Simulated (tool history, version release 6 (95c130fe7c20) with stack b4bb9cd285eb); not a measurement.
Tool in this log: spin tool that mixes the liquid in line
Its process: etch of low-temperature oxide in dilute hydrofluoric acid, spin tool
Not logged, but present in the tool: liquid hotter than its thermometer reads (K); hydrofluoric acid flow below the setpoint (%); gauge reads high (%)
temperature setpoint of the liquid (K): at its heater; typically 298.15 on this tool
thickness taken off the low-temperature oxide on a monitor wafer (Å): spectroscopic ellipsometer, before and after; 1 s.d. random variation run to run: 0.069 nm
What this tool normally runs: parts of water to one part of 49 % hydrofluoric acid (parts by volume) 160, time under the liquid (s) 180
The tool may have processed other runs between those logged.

| run | hour | temperature setpoint of the liquid (K) | parts of water to one part of 49 % hydrofluoric acid (parts by volume) | time under the liquid (s) | wafers since the last listed run | hours since the thermometer was replaced | hours since the hydrofluoric acid flow meter was replaced | hours since the gauge calibration | read-back film thickness of the low-temperature oxide reference wafer, read on the same gauge (nm) | thickness taken off the low-temperature oxide on a monitor wafer (Å) |
|---|---|---|---|---|---|---|---|---|---|---|
| 1 | 0 | 298.15 | 105 | 180 | 0 | 1041.7 | 339.3 | 1508.1 | 139.98 | 282.9 |
| 2 | 61.7 | 298.15 | 105 | 180 | 458 | 1103.4 | 401 | 1569.8 | 140.01 | 282.2 |
|  | 105.3 | hydrofluoric acid flow meter replaced |
| 3 | 159.3 | 298.15 | 160 | 180 | 717 | 1201 | 54 | 1667.4 | 140 | 176.2 |
| 4 | 242.8 | 298.15 | 160 | 180 | 620 | 1284.5 | 137.5 | 1750.9 | 140.01 | 176.8 |
| 5 | 332.9 | 298.15 | 160 | 180 | 669 | 1374.6 | 227.6 | 1841 | 140.01 | 174.3 |
| 6 | 401.3 | 298.15 | 185 | 180 | 508 | 1443 | 296 | 1909.4 | 139.96 | 145.3 |
|  | 531.6 | gauge calibrated |
|  | 607.3 | hydrofluoric acid flow meter replaced |
| 7 | 681.7 | 301.15 | 160 | 180 | 2075 | 1723.4 | 74.4 | 150.1 | 140 | 186.8 |
| 8 | 744.4 | 301.15 | 160 | 180 | 465 | 1786.1 | 137.1 | 212.8 | 139.99 | 183.8 |
| 9 | 821.6 | 298.15 | 160 | 95 | 573 | 1863.3 | 214.3 | 290 | 139.99 | 86.5 |
|  | 841.5 | hydrofluoric acid flow meter replaced, repeated, since the last time left the tool worse |
| 10 | 915.9 | 293.65 | 160 | 130 | 693 | 1957.6 | 74.4 | 384.3 | 139.94 | 106.9 |
| 11 | 1002.7 | 294.15 | 215 | 180 | 644 | 2044.4 | 161.2 | 471.1 | 139.98 | 105.1 |
| 12 | 1056 | 303.15 | 160 | 180 | 395 | 2097.7 | 214.5 | 524.4 | 139.99 | 209.9 |
| 13 | 1162.6 | 293.65 | 85 | 180 | 791 | 2204.3 | 321.1 | 631 | 139.99 | 299.2 |
| 14 | 1231.6 | 302.15 | 160 | 150 | 512 | 2273.3 | 390.1 | 700 | 140.02 | 165.5 |
| 15 | 1315.5 | 298.15 | 160 | 180 | 623 | 2357.2 | 474 | 783.9 | 140.02 | 169.4 |
|  | 1317.6 | hydrofluoric acid flow meter replaced |
|  | 1327.4 | thermometer replaced |
| 16 | 1637.2 | 298.15 | 205 | 180 | 2374 | 309.8 | 319.6 | 1105.6 | 140.02 | 127.8 |
| 17 | 1704.2 | 294.15 | 215 | 180 | 497 | 376.8 | 386.6 | 1172.6 | 140.04 | 103.1 |

What if the next run were any one of these 5? Each begins from the tool's condition after run 17:
| A | 1704.7 | 298.15 | 160 | 180 | 3 | 377.3 | 387.1 | 1173.1 | ? | ? |
| B | 1704.7 | 298.15 | 185 | 90 | 3 | 377.3 | 387.1 | 1173.1 | ? | ? |
| C | 1704.7 | 300.65 | 195 | 180 | 3 | 377.3 | 387.1 | 1173.1 | ? | ? |
| D | 1704.7 | 300.65 | 210 | 110 | 3 | 377.3 | 387.1 | 1173.1 | ? | ? |
| E | 1704.7 | 299.65 | 225 | 255 | 3 | 377.3 | 387.1 | 1173.1 | ? | ? |

| run | read-back film thickness of the low-temperature oxide reference wafer, read on the same gauge (nm) | thickness taken off the low-temperature oxide on a monitor wafer (Å) |
|---|---|---|
| A | 140 | 170.9 |
| B | 140 | 71.8 |
| C | 140 | 147.4 |
| D | 140 | 82.2 |
| E | 140 | 168.7 |
Stripped of hidden state, with their random variation kept, the same runs would have yielded:
| run | thickness taken off the low-temperature oxide on a monitor wafer (Å) |
|---|---|
| A | 176.9 |
| B | 74.3 |
| C | 152.7 |
| D | 85.2 |
| E | 174.9 |

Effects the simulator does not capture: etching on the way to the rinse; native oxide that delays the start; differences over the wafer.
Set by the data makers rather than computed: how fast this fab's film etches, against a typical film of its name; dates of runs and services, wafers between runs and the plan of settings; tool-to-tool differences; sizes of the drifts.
